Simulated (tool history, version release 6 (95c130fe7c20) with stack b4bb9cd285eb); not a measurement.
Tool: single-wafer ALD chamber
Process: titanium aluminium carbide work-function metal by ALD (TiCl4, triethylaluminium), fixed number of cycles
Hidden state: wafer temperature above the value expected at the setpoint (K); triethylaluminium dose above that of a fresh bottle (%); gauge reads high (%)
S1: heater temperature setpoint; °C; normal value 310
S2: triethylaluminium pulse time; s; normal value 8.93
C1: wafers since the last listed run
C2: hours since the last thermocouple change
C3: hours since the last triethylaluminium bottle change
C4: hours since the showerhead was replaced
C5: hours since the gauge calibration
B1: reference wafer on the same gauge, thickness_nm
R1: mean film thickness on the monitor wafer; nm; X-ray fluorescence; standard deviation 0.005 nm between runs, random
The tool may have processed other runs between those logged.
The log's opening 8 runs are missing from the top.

| run | hour | S1 | S2 | C1 | C2 | C3 | C4 | C5 | B1 | R1 |
|---|---|---|---|---|---|---|---|---|---|---|
| 9 | 120.8 | 310 | 8.93 | 253 | 1871.6 | 1787.8 | 7320.6 | 457.5 | 2.12 | 1.877 |
|  | 139.4 | showerhead replaced |
| 10 | 139.9 | 322 | 8.93 | 168 | 1890.7 | 1806.9 | 0.5 | 476.6 | 2.121 | 1.99 |
| 11 | 148.3 | 322 | 8.93 | 127 | 1899.1 | 1815.3 | 8.9 | 485 | 2.12 | 1.992 |
| 12 | 157.5 | 322 | 8.93 | 139 | 1908.3 | 1824.5 | 18.1 | 494.2 | 2.12 | 1.985 |
| 13 | 167.7 | 297 | 11.96 | 154 | 1918.5 | 1834.7 | 28.3 | 504.4 | 2.119 | 1.86 |
| 14 | 176.4 | 320 | 6.27 | 132 | 1927.2 | 1843.4 | 37 | 513.1 | 2.12 | 1.745 |
| 15 | 184.1 | 301 | 8.93 | 116 | 1934.9 | 1851.1 | 44.7 | 520.8 | 2.121 | 1.792 |
|  | 187.9 | gauge calibrated |
| 16 | 196.6 | 310 | 8.93 | 189 | 1947.4 | 1863.6 | 57.2 | 8.7 | 2.119 | 1.864 |
| 17 | 214.1 | 319 | 6.94 | 265 | 1964.9 | 1881.1 | 74.7 | 26.2 | 2.12 | 1.794 |
| 18 | 227 | 320 | 7.55 | 195 | 1977.8 | 1894 | 87.6 | 39.1 | 2.12 | 1.854 |
|  | 241.3 | triethylaluminium bottle replaced |
|  | 248.7 | thermocouple changed; heater temperature recalibrated |
| 19 | 249.2 | 320 | 11.84 | 102 | 0.5 | 7.9 | 109.8 | 61.3 | 2.12 | 2.163 |
| 20 | 257.2 | 310 | 11.69 | 121 | 8.5 | 15.9 | 117.8 | 69.3 | 2.12 | 2.051 |
| 21 | 267.9 | 322 | 11.08 | 162 | 19.2 | 26.6 | 128.5 | 80 | 2.119 | 2.166 |
| 22 | 284.3 | 295 | 10.1 | 248 | 35.6 | 43 | 144.9 | 96.4 | 2.12 | 1.893 |
| 23 | 297.4 | 310 | 8.93 | 198 | 48.7 | 56.1 | 158 | 109.5 | 2.12 | 1.994 |
| 24 | 303.9 | 310 | 8.93 | 98 | 55.2 | 62.6 | 164.5 | 116 | 2.119 | 2 |
| 25 | 313.3 | 315 | 10.51 | 142 | 64.6 | 72 | 173.9 | 125.4 | 2.12 | 2.079 |
| 26 | 326.2 | 324 | 7.39 | 195 | 77.5 | 84.9 | 186.8 | 138.3 | 2.119 | 2.05 |

Run 27 is up next; what results do you expect?
| 27 | 341.6 | 310 | 8.93 | 233 | 92.9 | 100.3 | 202.2 | 153.7 | ? | ? |

B1: 2.119
R1: 1.994 nm
On a tool with no hidden condition, and with the same random variation, this run would have come out at R1 2.016 nm.
